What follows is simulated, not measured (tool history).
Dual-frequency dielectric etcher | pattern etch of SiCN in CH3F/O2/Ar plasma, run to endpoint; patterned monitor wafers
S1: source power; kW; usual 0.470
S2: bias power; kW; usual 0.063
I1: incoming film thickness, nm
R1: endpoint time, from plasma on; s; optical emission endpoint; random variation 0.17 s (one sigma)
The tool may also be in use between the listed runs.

run	day	S1	S2	I1	R1
1	0.000	0.510	0.063	12.66	29.8
2	0.588	0.510	0.063	12.61	29.3
3	1.375	0.470	0.063	12.53	30.9
4	2.488	0.470	0.063	12.72	31.1
5	3.000	0.470	0.063	12.64	30.6
6	3.983	0.470	0.063	12.62	30.8
7	4.879	0.470	0.068	12.60	29.6
8	6.000	0.470	0.068	12.91	30.4
9	7.458	0.470	0.068	12.67	30.8
10	8.662	0.470	0.063	12.66	31.5
11	12.471	0.470	0.074	12.75	29.4
12	13.117	0.470	0.074	12.70	29.4
13	14.167	0.470	0.074	12.73	29.6
14	15.179	0.560	0.063	12.67	28.8
15	15.888	0.470	0.063	12.68	31.3
16	17.246	0.440	0.057	12.60	33.6
17	17.900	0.410	0.063	12.68	34.0
18	18.725	0.470	0.067	12.76	30.5
19	20.688	0.470	0.063	12.56	31.7
20	20.979	0.420	0.070	12.62	32.0
21	22.396	0.470	0.063	12.65	31.8
22	23.100	0.510	0.063	12.63	30.2
23	23.812	0.530	0.068	12.69	28.7
24	24.775	0.470	0.074	12.73	29.8
25	25.667	0.540	0.077	12.61	27.3
26	26.496	0.470	0.055	12.77	33.4
27	27.942	0.470	0.063	12.73	31.8
28	28.762	0.510	0.078	12.60	27.4
29	29.262	0.430	0.051	12.65	35.9
30	30.483	0.380	0.050	12.65	38.5
31	31.967	0.370	0.058	12.62	36.5
32	32.658	0.390	0.068	12.72	33.3
33	33.842	0.410	0.073	12.63	32.0
34	34.679	0.470	0.069	12.63	30.6
35	35.404	0.360	0.063	12.59	36.2

Taken out of this log: 6 entries between the listed runs. Where each belongs, and how the hidden state differs across it:
Between runs 8 and 9: wet clean of the chamber (day 7.438)
  etch rate over this chamber's usual, %: 2.79 -> -0.308
  measured less the result without the state, R1: -0.9 -> +0.1 s
Between runs 9 and 10: bias power generator calibrated (day 8.096); upper electrode replaced (day 8.642)
  etch rate over this chamber's usual, %: -0.308 -> -0.101
  measured less the result without the state, R1: +0.1 -> +0.0 s
Between runs 14 and 15: source power generator calibrated (day 15.408)
  etch rate over this chamber's usual, %: 1.02 -> 1.14
  measured less the result without the state, R1: -0.3 -> -0.3 s
Between runs 18 and 19: wet clean of the chamber (day 20.667)
  etch rate over this chamber's usual, %: 1.63 -> -0.513
  measured less the result without the state, R1: -0.5 -> +0.2 s
Between runs 32 and 33: wet clean of the chamber (day 33.821)
  etch rate over this chamber's usual, %: 1.54 -> -0.324
  measured less the result without the state, R1: -0.5 -> +0.1 s

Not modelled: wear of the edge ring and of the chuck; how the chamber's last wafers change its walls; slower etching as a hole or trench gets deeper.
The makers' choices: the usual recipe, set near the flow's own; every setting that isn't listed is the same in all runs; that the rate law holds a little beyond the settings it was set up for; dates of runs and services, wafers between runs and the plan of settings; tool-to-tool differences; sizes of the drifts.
